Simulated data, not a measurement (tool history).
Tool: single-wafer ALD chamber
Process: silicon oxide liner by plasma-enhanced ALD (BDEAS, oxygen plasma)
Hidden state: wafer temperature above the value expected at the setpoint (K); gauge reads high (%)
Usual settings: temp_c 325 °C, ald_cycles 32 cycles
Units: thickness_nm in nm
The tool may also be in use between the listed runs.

run	hour	temp_c	ald_cycles	wafers since the last listed run	hours since the last thermocouple change	hours since the gauge calibration	read-back reference wafer on the same gauge, thickness_nm	thickness_nm
1	0.0	325	32	0	1479.9	524.5	2.169	2.668
2	203.6	325	32	2721	1683.5	728.1	2.171	2.679
3	256.5	325	32	707	1736.4	781.0	2.170	2.687
4	463.4	325	32	2765	1943.3	987.9	2.173	2.680
5	529.3	331	32	880	2009.2	1053.8	2.169	2.646
# hour 600.4: thermocouple changed; heater temperature recalibrated
6	600.9	331	32	850	0.5	1125.4	2.170	2.673
7	642.3	325	37	553	41.9	1166.8	2.171	3.131
8	746.1	325	37	1387	145.7	1270.6	2.171	3.125
9	786.1	325	37	534	185.7	1310.6	2.171	3.131
10	835.2	325	30	656	234.8	1359.7	2.169	2.539
11	896.9	325	30	824	296.5	1421.4	2.169	2.522
12	968.9	325	30	962	368.5	1493.4	2.168	2.523
13	1029.9	325	32	815	429.5	1554.4	2.168	2.702
14	1069.3	325	32	526	468.9	1593.8	2.169	2.693
15	1129.8	325	32	808	529.4	1654.3	2.172	2.682
16	1160.6	319	27	411	560.2	1685.1	2.169	2.287
17	1217.0	311	32	753	616.6	1741.5	2.172	2.744
18	1250.0	325	32	441	649.6	1774.5	2.173	2.684
19	1308.8	338	32	785	708.4	1833.3	2.170	2.640
20	1360.2	337	27	687	759.8	1884.7	2.170	2.230
21	1399.1	320	35	519	798.7	1923.6	2.170	2.960
22	1426.0	332	29	359	825.6	1950.5	2.170	2.404
# hour 1537.9: gauge calibrated
23	1565.8	332	27	1868	965.4	27.9	2.173	2.239
24	1728.0	317	32	2168	1127.6	190.1	2.168	2.718
25	1769.8	315	32	558	1169.4	231.9	2.168	2.723
26	1807.2	325	32	499	1206.8	269.3	2.170	2.690
27	1850.3	313	26	576	1249.9	312.4	2.168	2.221
28	1904.1	332	32	719	1303.7	366.2	2.170	2.649

The next listed run, before its measurement:
29	1957.3	335	30	711	1356.9	419.4	?	?

Run 29 gave read-back reference wafer on the same gauge, thickness_nm 2.171, thickness_nm 2.472 nm.
Without the tool's hidden state the same run would have given thickness_nm 2.494 nm.

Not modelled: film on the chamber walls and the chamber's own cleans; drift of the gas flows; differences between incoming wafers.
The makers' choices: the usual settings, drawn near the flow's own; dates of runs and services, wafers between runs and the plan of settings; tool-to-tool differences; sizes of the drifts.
